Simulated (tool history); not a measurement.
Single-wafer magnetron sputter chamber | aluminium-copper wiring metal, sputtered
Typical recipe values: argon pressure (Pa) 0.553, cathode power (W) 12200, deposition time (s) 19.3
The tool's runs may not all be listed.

| run | hour | argon pressure (Pa) | cathode power (W) | deposition time (s) | wafers since the last listed run | wafers on the sputter target | hours since the last manometer calibration | hours since the magnet pack was replaced | hours since the gauge calibration | read-back reference wafer on the same gauge, thickness_nm | mean film thickness on the monitor wafer (nm) |
|---|---|---|---|---|---|---|---|---|---|---|---|
| 1 | 0.0 | 0.553 | 12200 | 19.3 | 0 | 3149 | 758.1 | 11215.7 | 418.9 | 448.372 | 386.624 |
|  | 114.0 | sputter target and shields replaced |
| 2 | 114.5 | 0.553 | 12200 | 19.3 | 2087 | 9 | 872.6 | 11330.2 | 533.4 | 448.761 | 387.981 |
| 3 | 149.9 | 0.553 | 12200 | 19.3 | 693 | 703 | 908.0 | 11365.6 | 568.8 | 446.918 | 386.304 |
| 4 | 215.7 | 0.553 | 12200 | 19.3 | 1289 | 1993 | 973.8 | 11431.4 | 634.6 | 447.013 | 386.358 |
| 5 | 278.6 | 0.553 | 11400 | 19.3 | 1233 | 3226 | 1036.7 | 11494.3 | 697.5 | 446.963 | 360.032 |
|  | 327.4 | magnet pack replaced |
|  | 342.3 | sputter target and shields replaced |
| 6 | 342.8 | 0.553 | 11400 | 19.3 | 944 | 9 | 1100.9 | 15.4 | 761.7 | 447.948 | 359.796 |
| 7 | 432.3 | 0.553 | 12200 | 19.3 | 1754 | 1764 | 1190.4 | 104.9 | 851.2 | 448.302 | 385.118 |
| 8 | 497.4 | 0.553 | 12200 | 19.3 | 1276 | 3040 | 1255.5 | 170.0 | 916.3 | 448.489 | 386.759 |
| 9 | 539.1 | 0.553 | 12200 | 21.6 | 817 | 3857 | 1297.2 | 211.7 | 958.0 | 447.696 | 433.789 |
|  | 558.9 | sputter target and shields replaced |
|  | 611.4 | capacitance manometer re-zeroed and calibrated |
| 10 | 618.1 | 0.553 | 12200 | 19.3 | 1235 | 1004 | 6.7 | 290.7 | 1037.0 | 448.424 | 399.996 |
|  | 622.2 | gauge calibrated |
| 11 | 654.5 | 0.553 | 12200 | 19.3 | 713 | 1718 | 43.1 | 327.1 | 32.3 | 448.511 | 402.557 |

Forecast run 12:
| 12 | 729.0 | 0.371 | 10950 | 19.3 | 1460 | 3178 | 117.6 | 401.6 | 106.8 | ? | ? |

{"run 12": {"read-back reference wafer on the same gauge, thickness_nm": 448.713, "mean film thickness on the monitor wafer (nm)": 395.847}}
The same run, on a tool lacking any hidden state, would have yielded mean film thickness on the monitor wafer (nm) 399.341.
